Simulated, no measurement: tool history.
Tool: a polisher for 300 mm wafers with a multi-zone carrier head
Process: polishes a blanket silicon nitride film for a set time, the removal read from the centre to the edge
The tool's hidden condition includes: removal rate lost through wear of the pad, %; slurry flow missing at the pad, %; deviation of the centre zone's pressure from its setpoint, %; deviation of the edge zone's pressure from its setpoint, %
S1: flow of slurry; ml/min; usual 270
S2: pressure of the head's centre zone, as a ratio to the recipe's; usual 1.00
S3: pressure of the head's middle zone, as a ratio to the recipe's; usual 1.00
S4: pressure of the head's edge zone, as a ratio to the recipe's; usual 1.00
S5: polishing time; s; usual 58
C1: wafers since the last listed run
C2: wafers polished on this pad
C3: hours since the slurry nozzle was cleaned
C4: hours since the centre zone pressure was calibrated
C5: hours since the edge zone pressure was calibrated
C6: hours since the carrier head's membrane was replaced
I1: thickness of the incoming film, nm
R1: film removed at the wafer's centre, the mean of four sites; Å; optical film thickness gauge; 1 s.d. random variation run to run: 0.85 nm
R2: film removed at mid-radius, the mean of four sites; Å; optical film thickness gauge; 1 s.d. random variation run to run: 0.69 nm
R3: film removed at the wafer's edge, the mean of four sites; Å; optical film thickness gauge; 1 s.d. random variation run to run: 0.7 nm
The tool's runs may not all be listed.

run   hour   S1    S2    S3    S4  S5   C1    C2     C3     C4      C5      C6     I1    R1    R2    R3
  1    0.0  270  1.00  1.00  1.00  58    0  1013  172.2  545.8   889.2   725.6  459.8  1025  1041  1045
  2   52.6  270  1.06  1.00  1.00  58  367  1380  224.8  598.4   941.8   778.2  455.0  1089  1015  1044
  3   94.4  270  1.06  1.00  1.00  58  291  1672  266.6  640.2   983.6   820.0  455.1  1083  1027  1036
     133.2  -- worn pad replaced by a new one
  4  138.1  270  1.00  1.00  1.06  58  277    33  310.3  683.9  1027.3   863.7  466.8  1034  1039  1075
  5  178.5  270  1.00  1.00  1.06  58  282   316  350.7  724.3  1067.7   904.1  459.8  1018  1027  1085
     188.7  -- centre zone pressure recalibrated
  6  203.5  270  1.00  1.00  1.00  58  160   476  375.7   14.8  1092.7   929.1  453.3  1012  1014  1035
  7  239.2  270  1.06  1.00  0.96  58  249   726  411.4   50.5  1128.4   964.8  466.2  1072  1016  1024
     251.6  -- edge zone pressure recalibrated
  8  272.3  205  0.93  0.93  1.00  74  217   943  444.5   83.6    20.7   997.9  451.3  1145  1166  1291
  9  310.3  360  0.89  1.00  0.96  58  265  1208  482.5  121.6    58.7  1035.9  465.2   939  1056  1045
 10  348.0  270  1.08  1.10  0.89  71  263  1472  520.2  159.3    96.4  1073.6  455.6  1331  1329  1195
 11  399.1  270  1.00  1.00  1.00  58  356  1829  571.3  210.4   147.5  1124.7  460.0  1005   997  1036
     418.8  -- worn pad replaced by a new one
 12  440.4  270  1.00  1.00  1.00  58  260   150  612.6  251.7   188.8  1166.0  452.9  1009  1005  1027
 13  485.5  270  1.00  1.00  0.89  58  315   465  657.7  296.8   233.9  1211.1  459.0   999  1010   977
 14  518.6  190  1.04  1.00  0.89  41  231   696  690.8  329.9   267.0  1244.2  457.1   677   657   661
     544.5  -- slurry nozzle cleaned
     548.9  -- carrier head's membrane replaced by a new one
 15  555.0  335  1.00  1.00  1.00  40  216   913   10.5  366.3   303.4     6.1  460.7   728   732   737
 16  589.1  270  1.00  1.00  1.00  58  238  1151   44.6  400.4   337.5    40.2  456.8  1020  1031  1052
 17  656.8  270  0.96  1.11  1.00  58  472  1624  112.3  468.1   405.2   107.9  458.0   982  1131  1054
 18  698.4  245  1.00  1.00  1.00  43  290  1914  153.9  509.7   446.8   149.5  457.0   741   754   776
     745.5  -- worn pad replaced by a new one
 19  763.1  270  1.00  1.00  1.00  58  424   122  218.6  574.4   511.5   214.2  454.9  1025  1021  1048
 20  814.7  270  1.00  1.00  1.00  58  360   483  270.2  626.0   563.1   265.8  464.8  1024  1006  1046
 21  845.1  270  1.11  1.00  1.00  58  212   695  300.6  656.4   593.5   296.2  462.2  1150  1024  1030

Describe how what the log doesn't record of the tool's condition differs between the last listed run preceding each entry between runs and the first listed run following it.
From run 3 to run 4: worn pad replaced by a new one (hour 133.2)
  slurry flow missing at the pad, %: 8.84 -> 10.2
  measured minus no-state result, R1: -14 -> -16 Å; R2: -12 -> -14 Å; R3: -9 -> -11 Å
From run 5 to run 6: centre zone pressure recalibrated (hour 188.7)
  slurry flow missing at the pad, %: 11.5 -> 12.3
  measured minus no-state result, R1: -18 -> -19 Å; R2: -16 -> -17 Å; R3: -13 -> -13 Å
From run 7 to run 8: edge zone pressure recalibrated (hour 251.6)
  slurry flow missing at the pad, %: 13.4 -> 14.5
  measured minus no-state result, R1: -23 -> -36 Å; R2: -19 -> -33 Å; R3: -14 -> -26 Å
From run 11 to run 12: worn pad replaced by a new one (hour 418.8)
  slurry flow missing at the pad, %: 18.5 -> 19.8
  measured minus no-state result, R1: -31 -> -34 Å; R2: -28 -> -31 Å; R3: -21 -> -23 Å
From run 14 to run 15: slurry nozzle cleaned (hour 544.5); carrier head's membrane replaced by a new one (hour 548.9)
  slurry flow missing at the pad, %: 22.3 -> 2.8
  measured minus no-state result, R1: -40 -> -2 Å; R2: -34 -> -2 Å; R3: -25 -> -1 Å
From run 18 to run 19: worn pad replaced by a new one (hour 745.5)
  slurry flow missing at the pad, %: 7.34 -> 9.39
  measured minus no-state result, R1: -9 -> -14 Å; R2: -8 -> -13 Å; R3: -6 -> -10 Å
